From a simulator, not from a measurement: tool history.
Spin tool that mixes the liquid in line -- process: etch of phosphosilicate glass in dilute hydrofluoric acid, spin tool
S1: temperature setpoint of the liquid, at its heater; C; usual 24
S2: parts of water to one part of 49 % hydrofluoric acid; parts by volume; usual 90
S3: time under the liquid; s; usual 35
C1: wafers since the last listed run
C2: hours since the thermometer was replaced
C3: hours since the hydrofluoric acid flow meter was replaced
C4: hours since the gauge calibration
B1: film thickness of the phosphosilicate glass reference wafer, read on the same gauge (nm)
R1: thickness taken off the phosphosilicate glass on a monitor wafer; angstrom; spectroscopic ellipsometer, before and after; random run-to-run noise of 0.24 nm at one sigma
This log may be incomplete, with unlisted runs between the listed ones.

Run 1, hour 0: usual settings; C1 0; C2 2466.9; C3 142; C4 580.9; B1 140.01. Result: R1 254.3 angstrom.
Run 2, hour 12: usual settings; C1 244; C2 2478.9; C3 154; C4 592.9; B1 140. Result: R1 256.3 angstrom.
Run 3, hour 41.3: usual settings but S3 25 s; C1 597; C2 2508.2; C3 183.3; C4 622.2; B1 140.01. Result: R1 180.2 angstrom.
Run 4, hour 76.3: usual settings but S3 25 s; C1 713; C2 2543.2; C3 218.3; C4 657.2; B1 140. Result: R1 181.6 angstrom.
Run 5, hour 104.9: usual settings but S3 25 s; C1 582; C2 2571.8; C3 246.9; C4 685.8; B1 139.99. Result: R1 180.8 angstrom.
Run 6, hour 126.9: usual settings but S1 23 C; C1 448; C2 2593.8; C3 268.9; C4 707.8; B1 140. Result: R1 236.2 angstrom.
Run 7, hour 146.8: usual settings but S2 115 parts by volume, S3 20 s; C1 405; C2 2613.7; C3 288.8; C4 727.7; B1 140.01. Result: R1 106.7 angstrom.
Run 8, hour 175.3: usual settings but S2 115 parts by volume, S3 20 s; C1 580; C2 2642.2; C3 317.3; C4 756.2; B1 140.01. Result: R1 107.1 angstrom.
Run 9, hour 196.8: usual settings but S2 115 parts by volume, S3 20 s; C1 438; C2 2663.7; C3 338.8; C4 777.7; B1 140.01. Result: R1 106.3 angstrom.
Run 10, hour 210.7: usual settings; C1 283; C2 2677.6; C3 352.7; C4 791.6; B1 139.99. Result: R1 246.2 angstrom.
Run 11, hour 230.3: usual settings; C1 399; C2 2697.2; C3 372.3; C4 811.2; B1 140. Result: R1 241.6 angstrom.
Run 12, hour 243.2: usual settings; C1 262; C2 2710.1; C3 385.2; C4 824.1; B1 140.01. Result: R1 244.6 angstrom.
Run 13, hour 258.8: usual settings; C1 317; C2 2725.7; C3 400.8; C4 839.7; B1 139.98. Result: R1 239 angstrom.
At hour 263.6: gauge calibrated.
Run 14, hour 294.7: usual settings; C1 731; C2 2761.6; C3 436.7; C4 31.1; B1 140. Result: R1 240.8 angstrom.
Run 15, hour 323.3: usual settings; C1 582; C2 2790.2; C3 465.3; C4 59.7; B1 140.02. Result: R1 238.7 angstrom.
Run 16, hour 358.8: usual settings; C1 723; C2 2825.7; C3 500.8; C4 95.2; B1 139.99. Result: R1 233 angstrom.
Run 17, hour 375.7: usual settings but S1 21.5 C, S2 135 parts by volume, S3 50 s; C1 344; C2 2842.6; C3 517.7; C4 112.1; B1 140. Result: R1 189.6 angstrom.
At hour 382.3: hydrofluoric acid flow meter replaced.
Run 18, hour 408.8: usual settings; C1 654; C2 2875.7; C3 26.5; C4 145.2; B1 140.02. Result: R1 259.4 angstrom.
Run 19, hour 437.5: usual settings but S3 50 s; C1 584; C2 2904.4; C3 55.2; C4 173.9; B1 140. Result: R1 369.9 angstrom.
Run 20, hour 450.9: usual settings but S1 26 C, S2 125 parts by volume, S3 50 s; C1 273; C2 2917.8; C3 68.6; C4 187.3; B1 140. Result: R1 276.2 angstrom.
Run 21, hour 481.8: usual settings but S3 20 s; C1 629; C2 2948.7; C3 99.5; C4 218.2; B1 139.98. Result: R1 147.6 angstrom.
At hour 484.9: thermometer replaced.
Run 22, hour 499.4: usual settings; C1 338; C2 14.5; C3 117.1; C4 235.8; B1 140.01. Result: R1 258.1 angstrom.
Run 23, hour 528.1: usual settings but S1 25.5 C, S2 105 parts by volume; C1 584; C2 43.2; C3 145.8; C4 264.5; B1 140.01. Result: R1 226.2 angstrom.
Run 24, hour 563.6: usual settings but S1 21 C, S2 105 parts by volume; C1 723; C2 78.7; C3 181.3; C4 300; B1 140.03. Result: R1 188.1 angstrom.
Run 25, hour 585.5: usual settings but S1 28 C, S2 110 parts by volume, S3 45 s; C1 446; C2 100.6; C3 203.2; C4 321.9; B1 139.99. Result: R1 304.1 angstrom.
Run 26, hour 606.3: usual settings but S1 20 C, S2 65 parts by volume, S3 55 s; C1 423; C2 121.4; C3 224; C4 342.7; B1 140.01. Result: R1 476.3 angstrom.
Run 27, hour 630.6: usual settings; C1 495; C2 145.7; C3 248.3; C4 367; B1 140.01. Result: R1 250.1 angstrom.
Run 28, hour 661: usual settings but S1 19.5 C; C1 619; C2 176.1; C3 278.7; C4 397.4; B1 140.01. Result: R1 203.4 angstrom.
Run 29, hour 693: usual settings but S1 21.5 C, S3 20 s; C1 652; C2 208.1; C3 310.7; C4 429.4; B1 140.01. Result: R1 125.4 angstrom.
Run 30, hour 724.3: usual settings; C1 637; C2 239.4; C3 342; C4 460.7; B1 140. Result: R1 249.6 angstrom.
Run 31, hour 760: usual settings but S1 26 C, S3 50 s; C1 727; C2 275.1; C3 377.7; C4 496.4; B1 140. Result: R1 368.5 angstrom.
Run 32, hour 795.4: usual settings; C1 721; C2 310.5; C3 413.1; C4 531.8; B1 139.97. Result: R1 241.1 angstrom.

Forecast each of these 4 alternatives for the next run:
Run A, hour 795.8: usual settings; C1 8; C2 310.9; C3 413.5; C4 532.2; B1 ?. Result: R1 ?.
Run B, hour 795.8: usual settings but S1 27 C, S2 70 parts by volume, S3 45 s; C1 8; C2 310.9; C3 413.5; C4 532.2; B1 ?. Result: R1 ?.
Run C, hour 795.8: usual settings but S1 21 C, S2 125 parts by volume; C1 8; C2 310.9; C3 413.5; C4 532.2; B1 ?. Result: R1 ?.
Run D, hour 795.8: usual settings but S1 21 C, S2 120 parts by volume, S3 25 s; C1 8; C2 310.9; C3 413.5; C4 532.2; B1 ?. Result: R1 ?.

run      B1     R1
  A  139.97  240.6
  B  139.97  460.6
  C  139.97  147.2
  D  139.97  110.2
Without the tool's hidden state the same runs would have given:
run     R1
  A  264.7
  B  505.9
  C  162.2
  D  121.4

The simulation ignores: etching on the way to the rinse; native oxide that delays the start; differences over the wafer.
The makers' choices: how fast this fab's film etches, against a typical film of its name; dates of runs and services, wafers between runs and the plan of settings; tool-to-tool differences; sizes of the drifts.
